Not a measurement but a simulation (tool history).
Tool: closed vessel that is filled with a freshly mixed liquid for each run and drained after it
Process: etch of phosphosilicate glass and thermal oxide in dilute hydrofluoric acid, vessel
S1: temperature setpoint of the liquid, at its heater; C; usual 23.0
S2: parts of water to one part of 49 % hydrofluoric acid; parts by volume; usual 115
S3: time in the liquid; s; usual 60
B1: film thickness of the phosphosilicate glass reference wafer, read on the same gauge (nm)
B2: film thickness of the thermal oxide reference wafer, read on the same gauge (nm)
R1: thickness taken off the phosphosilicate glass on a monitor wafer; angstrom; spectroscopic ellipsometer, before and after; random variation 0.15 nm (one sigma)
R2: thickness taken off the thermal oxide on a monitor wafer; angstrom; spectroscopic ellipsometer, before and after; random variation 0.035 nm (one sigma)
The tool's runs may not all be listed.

| run | day | S1 | S2 | S3 | B1 | B2 | R1 | R2 |
|---|---|---|---|---|---|---|---|---|
| 1 | 0.000 | 23.0 | 115 | 60 | 150.00 | 70.002 | 390.2 | 24.28 |
| 2 | 3.871 | 23.0 | 70 | 60 | 150.05 | 70.002 | 668.6 | 41.85 |
| 3 | 4.600 | 23.0 | 145 | 40 | 149.99 | 70.000 | 196.8 | 12.55 |
| 4 | 5.704 | 23.0 | 145 | 40 | 150.00 | 69.971 | 196.7 | 12.53 |
| 5 | 7.779 | 23.0 | 145 | 40 | 149.98 | 69.979 | 196.0 | 12.35 |
| 6 | 9.171 | 23.0 | 115 | 60 | 150.04 | 69.998 | 382.1 | 24.20 |
| 7 | 10.025 | 23.0 | 80 | 80 | 149.99 | 70.007 | 768.7 | 48.45 |
|  | 10.167 | gauge calibrated |
| 8 | 11.492 | 23.0 | 80 | 80 | 150.00 | 70.016 | 758.3 | 48.38 |
|  | 14.283 | hydrofluoric acid flow meter replaced |
| 9 | 14.779 | 23.0 | 80 | 80 | 149.98 | 69.989 | 788.5 | 49.09 |
| 10 | 15.900 | 25.5 | 115 | 60 | 150.01 | 70.015 | 439.0 | 28.02 |
| 11 | 17.062 | 25.5 | 115 | 60 | 150.00 | 70.028 | 435.8 | 28.12 |
| 12 | 17.792 | 23.0 | 115 | 60 | 150.01 | 69.955 | 392.6 | 25.22 |
| 13 | 18.346 | 20.5 | 115 | 60 | 150.00 | 69.977 | 354.5 | 22.26 |
| 14 | 19.083 | 23.0 | 115 | 85 | 149.96 | 69.999 | 559.9 | 35.06 |
| 15 | 20.229 | 23.0 | 115 | 60 | 150.00 | 70.024 | 391.0 | 24.69 |
| 16 | 20.888 | 20.5 | 115 | 85 | 149.98 | 70.010 | 496.5 | 31.95 |
| 17 | 21.800 | 23.0 | 115 | 60 | 150.01 | 69.986 | 388.5 | 24.56 |
| 18 | 23.154 | 23.0 | 95 | 85 | 149.99 | 69.968 | 685.3 | 43.37 |
|  | 23.625 | thermometer replaced |
| 19 | 24.125 | 23.0 | 155 | 60 | 149.98 | 69.995 | 297.1 | 18.79 |
| 20 | 25.317 | 25.0 | 115 | 60 | 150.01 | 70.009 | 451.0 | 28.36 |
| 21 | 26.004 | 20.5 | 155 | 75 | 149.97 | 70.014 | 333.3 | 21.02 |
| 22 | 27.054 | 23.0 | 60 | 60 | 149.97 | 70.010 | 848.9 | 53.07 |
| 23 | 27.783 | 28.0 | 150 | 60 | 149.97 | 69.990 | 366.3 | 22.83 |
| 24 | 28.738 | 24.5 | 115 | 60 | 150.03 | 70.005 | 438.1 | 27.58 |
| 25 | 30.104 | 26.5 | 75 | 35 | 149.98 | 69.970 | 446.1 | 28.78 |
| 26 | 31.279 | 23.0 | 115 | 60 | 150.01 | 69.984 | 411.9 | 25.71 |

Measured less the same run without the tool's hidden state. The same run-to-run variation is in both; the gauge's scatter may not be:
The hidden state here: liquid colder than its thermometer reads (K); hydrofluoric acid flow below the setpoint (%); gauge reads high (%).
| run | R1 | R2 |
|---|---|---|
| 1 | -37.5 | -2.33 |
| 2 | -70.8 | -4.43 |
| 3 | -20.9 | -1.33 |
| 4 | -21.5 | -1.37 |
| 5 | -22.3 | -1.41 |
| 6 | -45.1 | -2.85 |
| 7 | -92.8 | -5.84 |
| 8 | -94.1 | -6.01 |
| 9 | -65.2 | -4.06 |
| 10 | -35.7 | -2.28 |
| 11 | -36.8 | -2.37 |
| 12 | -34.4 | -2.21 |
| 13 | -32.2 | -2.02 |
| 14 | -50.7 | -3.18 |
| 15 | -36.6 | -2.31 |
| 16 | -48.2 | -3.10 |
| 17 | -37.7 | -2.39 |
| 18 | -69.3 | -4.38 |
| 19 | -7.5 | -0.47 |
| 20 | -12.4 | -0.78 |
| 21 | -9.8 | -0.63 |
| 22 | -25.9 | -1.61 |
| 23 | -12.5 | -0.78 |
| 24 | -15.4 | -0.96 |
| 25 | -16.5 | -1.07 |
| 26 | -16.8 | -1.06 |

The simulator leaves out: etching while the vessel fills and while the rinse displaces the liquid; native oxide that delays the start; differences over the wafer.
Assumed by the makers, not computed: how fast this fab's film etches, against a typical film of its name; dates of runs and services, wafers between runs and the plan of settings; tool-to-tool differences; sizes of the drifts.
